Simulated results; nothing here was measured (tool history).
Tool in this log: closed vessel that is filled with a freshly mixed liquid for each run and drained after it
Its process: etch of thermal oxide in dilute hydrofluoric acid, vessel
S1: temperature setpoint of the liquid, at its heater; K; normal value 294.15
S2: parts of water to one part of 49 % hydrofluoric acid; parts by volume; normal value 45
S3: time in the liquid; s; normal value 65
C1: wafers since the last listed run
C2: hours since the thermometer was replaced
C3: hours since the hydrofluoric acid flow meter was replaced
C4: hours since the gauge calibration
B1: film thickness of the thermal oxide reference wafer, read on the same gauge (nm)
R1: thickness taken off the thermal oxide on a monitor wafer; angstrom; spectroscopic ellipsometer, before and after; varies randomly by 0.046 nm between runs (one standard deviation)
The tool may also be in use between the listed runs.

run   hour      S1  S2   S3    C1     C2      C3     C4      B1     R1
  1      0  294.15  45   95     0  193.9  2457.2   13.9   99.99   84.3
  2    8.7  294.15  45   95  1137  202.6  2465.9   22.6   99.98   84.3
  3   17.2  294.15  60   65  1111  211.1  2474.4   31.1     100   42.9
  4   27.3  294.15  60   65  1320  221.2  2484.5   41.2     100   43.2
  5     45  294.15  60   65  2314  238.9  2502.2   58.9  100.02   42.9
  6   54.9  294.15  45   80  1294  248.8  2512.1   68.8  100.02   71.3
  7   62.7  294.15  45   80  1020  256.6  2519.9   76.6  100.02   70.6
  8   80.2  294.15  45   80  2288  274.1  2537.4   94.1  100.01   71.3
  9     93  294.15  45   65  1673  286.9  2550.2  106.9   99.98   58.3
 10  104.6  294.15  45   65  1516  298.5  2561.8  118.5     100   57.8
 11  117.5  294.15  45   65  1686  311.4  2574.7  131.4     100     58
 12  132.4  293.15  45   65  1948  326.3  2589.6  146.3     100   55.2
 13  146.2  296.15  35   65  1804  340.1  2603.4  160.1   99.99   81.2
 14  160.7  294.15  45   65  1896  354.6  2617.9  174.6  100.01   57.3
 15  174.6  297.65  45   65  1817  368.5  2631.8  188.5     100   65.2
 16  190.7  297.15  35  105  2105  384.6  2647.9  204.6   99.99  136.3
 17  204.5  295.65  55   65  1804  398.4  2661.7  218.4     100   49.2
 18  220.4  294.15  45   65  2079  414.3  2677.6  234.3  100.01   56.4
 19  230.5  292.65  60   75  1320  424.4  2687.7  244.4     100   44.6
 20  241.4  292.15  45   65  1425  435.3  2698.6  255.3  100.01   52.1
     244.3  -- hydrofluoric acid flow meter replaced
     258.8  -- thermometer replaced
       267  -- gauge calibrated
 21  277.2  294.15  45   65  4420   18.4    32.9   10.2   99.99   52.8
 22  287.4  294.15  60   50  1333   28.6    43.1   20.4  100.02   30.2
 23  302.4  294.15  45   65  1961   43.6    58.1   35.4     100   53.3
 24  314.6  294.15  60   85  1595   55.8    70.3   47.6  100.01   50.2
 25  332.5  290.15  35  100  2340   73.7    88.2   65.5  100.01   88.6
     357.4  -- thermometer replaced, repeated, since the last time left the tool worse
 26  372.8  290.15  55   85  5139   15.4   128.5  105.8  100.01   53.2
 27  389.8  294.15  30   35  2223   32.4   145.5  122.8  100.02   49.3
 28  425.5  294.15  45   40  4668   68.1   181.2  158.5     100   36.7

Consider 4 possible next runs. They are alternatives, not a sequence: every one starts from the tool as it was left by run 28. What does each give?
  A  426.2  297.15  45  65  91  68.8  181.9  159.2   ?   ?
  B  426.2  292.65  45  65  91  68.8  181.9  159.2   ?   ?
  C  426.2  290.65  30  45  91  68.8  181.9  159.2   ?   ?
  D  426.2  298.15  35  95  91  68.8  181.9  159.2   ?   ?

run      B1     R1
  A  100.01   67.6
  B  100.01   55.9
  C  100.01   54.2
  D  100.01  134.3
Had the tool no hidden state, the same runs would have come out as:
run    R1
  A  68.5
  B  56.7
  C  54.9
  D   136
